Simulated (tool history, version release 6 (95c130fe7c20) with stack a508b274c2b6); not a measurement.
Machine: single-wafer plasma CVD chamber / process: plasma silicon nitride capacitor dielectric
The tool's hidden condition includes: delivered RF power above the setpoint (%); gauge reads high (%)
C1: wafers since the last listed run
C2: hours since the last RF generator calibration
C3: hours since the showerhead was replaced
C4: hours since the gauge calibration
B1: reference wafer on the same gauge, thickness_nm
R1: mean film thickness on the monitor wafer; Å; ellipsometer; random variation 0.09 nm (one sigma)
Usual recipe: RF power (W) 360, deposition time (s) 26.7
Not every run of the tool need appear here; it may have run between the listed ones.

{"run": 1, "day": 0.0, "RF power (W)": 360, "deposition time (s)": 24.2, "C1": 0, "C2": 1584.7, "C3": 3660.2, "C4": 288.9, "B1": 32.377, "R1": 326.62}
{"day": 1.854, "done": "gauge calibrated"}
{"run": 2, "day": 4.175, "RF power (W)": 360, "deposition time (s)": 26.7, "C1": 1218, "C2": 1684.9, "C3": 3760.4, "C4": 55.7, "B1": 32.396, "R1": 357.22}
{"run": 3, "day": 4.825, "RF power (W)": 360, "deposition time (s)": 26.7, "C1": 189, "C2": 1700.5, "C3": 3776.0, "C4": 71.3, "B1": 32.376, "R1": 360.15}
{"run": 4, "day": 5.883, "RF power (W)": 360, "deposition time (s)": 26.7, "C1": 308, "C2": 1725.9, "C3": 3801.4, "C4": 96.7, "B1": 32.406, "R1": 356.48}
{"run": 5, "day": 7.825, "RF power (W)": 360, "deposition time (s)": 26.7, "C1": 566, "C2": 1772.5, "C3": 3848.0, "C4": 143.3, "B1": 32.387, "R1": 357.77}
{"run": 6, "day": 9.117, "RF power (W)": 360, "deposition time (s)": 26.7, "C1": 376, "C2": 1803.5, "C3": 3879.0, "C4": 174.3, "B1": 32.399, "R1": 357.51}
{"run": 7, "day": 10.383, "RF power (W)": 390, "deposition time (s)": 26.7, "C1": 369, "C2": 1833.9, "C3": 3909.4, "C4": 204.7, "B1": 32.396, "R1": 366.92}
{"run": 8, "day": 11.625, "RF power (W)": 390, "deposition time (s)": 26.7, "C1": 362, "C2": 1863.7, "C3": 3939.2, "C4": 234.5, "B1": 32.397, "R1": 367.18}
{"run": 9, "day": 12.254, "RF power (W)": 360, "deposition time (s)": 26.7, "C1": 183, "C2": 1878.8, "C3": 3954.3, "C4": 249.6, "B1": 32.397, "R1": 355.43}
{"day": 12.825, "done": "RF generator calibrated"}
{"run": 10, "day": 12.962, "RF power (W)": 360, "deposition time (s)": 26.7, "C1": 109, "C2": 3.3, "C3": 3971.3, "C4": 266.6, "B1": 32.399, "R1": 367.73}
{"run": 11, "day": 14.292, "RF power (W)": 360, "deposition time (s)": 26.7, "C1": 387, "C2": 35.2, "C3": 4003.2, "C4": 298.5, "B1": 32.408, "R1": 366.23}
{"day": 14.779, "done": "showerhead replaced"}
{"run": 12, "day": 15.038, "RF power (W)": 360, "deposition time (s)": 26.7, "C1": 120, "C2": 53.1, "C3": 6.2, "C4": 316.4, "B1": 32.405, "R1": 368.66}
{"run": 13, "day": 16.612, "RF power (W)": 335, "deposition time (s)": 22.5, "C1": 459, "C2": 90.9, "C3": 44.0, "C4": 354.2, "B1": 32.383, "R1": 302.27}
{"day": 17.362, "done": "gauge calibrated"}
{"run": 14, "day": 17.821, "RF power (W)": 325, "deposition time (s)": 29.6, "C1": 352, "C2": 119.9, "C3": 73.0, "C4": 11.0, "B1": 32.413, "R1": 392.06}
{"run": 15, "day": 18.438, "RF power (W)": 360, "deposition time (s)": 26.7, "C1": 179, "C2": 134.7, "C3": 87.8, "C4": 25.8, "B1": 32.367, "R1": 366.43}
{"run": 16, "day": 19.521, "RF power (W)": 360, "deposition time (s)": 26.7, "C1": 316, "C2": 160.7, "C3": 113.8, "C4": 51.8, "B1": 32.388, "R1": 367.02}
{"run": 17, "day": 20.271, "RF power (W)": 425, "deposition time (s)": 30.9, "C1": 218, "C2": 178.7, "C3": 131.8, "C4": 69.8, "B1": 32.377, "R1": 452.0}
{"run": 18, "day": 20.908, "RF power (W)": 305, "deposition time (s)": 31.4, "C1": 185, "C2": 194.0, "C3": 147.1, "C4": 85.1, "B1": 32.391, "R1": 404.99}
{"run": 19, "day": 21.788, "RF power (W)": 420, "deposition time (s)": 21.9, "C1": 256, "C2": 215.1, "C3": 168.2, "C4": 106.2, "B1": 32.4, "R1": 316.86}
{"run": 20, "day": 23.283, "RF power (W)": 405, "deposition time (s)": 26.7, "C1": 436, "C2": 251.0, "C3": 204.1, "C4": 142.1, "B1": 32.376, "R1": 383.46}
{"run": 21, "day": 24.725, "RF power (W)": 335, "deposition time (s)": 22.5, "C1": 420, "C2": 285.6, "C3": 238.7, "C4": 176.7, "B1": 32.402, "R1": 301.11}
{"run": 22, "day": 25.654, "RF power (W)": 395, "deposition time (s)": 25.3, "C1": 271, "C2": 307.9, "C3": 261.0, "C4": 199.0, "B1": 32.396, "R1": 359.04}
{"run": 23, "day": 26.838, "RF power (W)": 425, "deposition time (s)": 30.9, "C1": 345, "C2": 336.3, "C3": 289.4, "C4": 227.4, "B1": 32.4, "R1": 450.96}
{"run": 24, "day": 29.021, "RF power (W)": 385, "deposition time (s)": 28.3, "C1": 637, "C2": 388.7, "C3": 341.8, "C4": 279.8, "B1": 32.405, "R1": 399.45}
{"run": 25, "day": 30.479, "RF power (W)": 360, "deposition time (s)": 31.8, "C1": 425, "C2": 423.7, "C3": 376.8, "C4": 314.8, "B1": 32.394, "R1": 436.5}

What if the next run were any one of these 4? Each begins from the tool's condition after run 25:
{"run": "A", "day": 30.496, "RF power (W)": 360, "deposition time (s)": 26.7, "C1": 4, "C2": 424.1, "C3": 377.2, "C4": 315.2, "B1": "?", "R1": "?"}
{"run": "B", "day": 30.496, "RF power (W)": 325, "deposition time (s)": 31.0, "C1": 4, "C2": 424.1, "C3": 377.2, "C4": 315.2, "B1": "?", "R1": "?"}
{"run": "C", "day": 30.496, "RF power (W)": 415, "deposition time (s)": 22.2, "C1": 4, "C2": 424.1, "C3": 377.2, "C4": 315.2, "B1": "?", "R1": "?"}
{"run": "D", "day": 30.496, "RF power (W)": 420, "deposition time (s)": 28.8, "C1": 4, "C2": 424.1, "C3": 377.2, "C4": 315.2, "B1": "?", "R1": "?"}

run=A B1=32.403 R1=365.86
run=B B1=32.403 R1=409.26
run=C B1=32.403 R1=319.95
run=D B1=32.403 R1=416.82
Without the tool's unlogged condition, the same runs would have read:
run=A R1=367.94
run=B R1=411.60
run=C R1=321.78
run=D R1=419.20
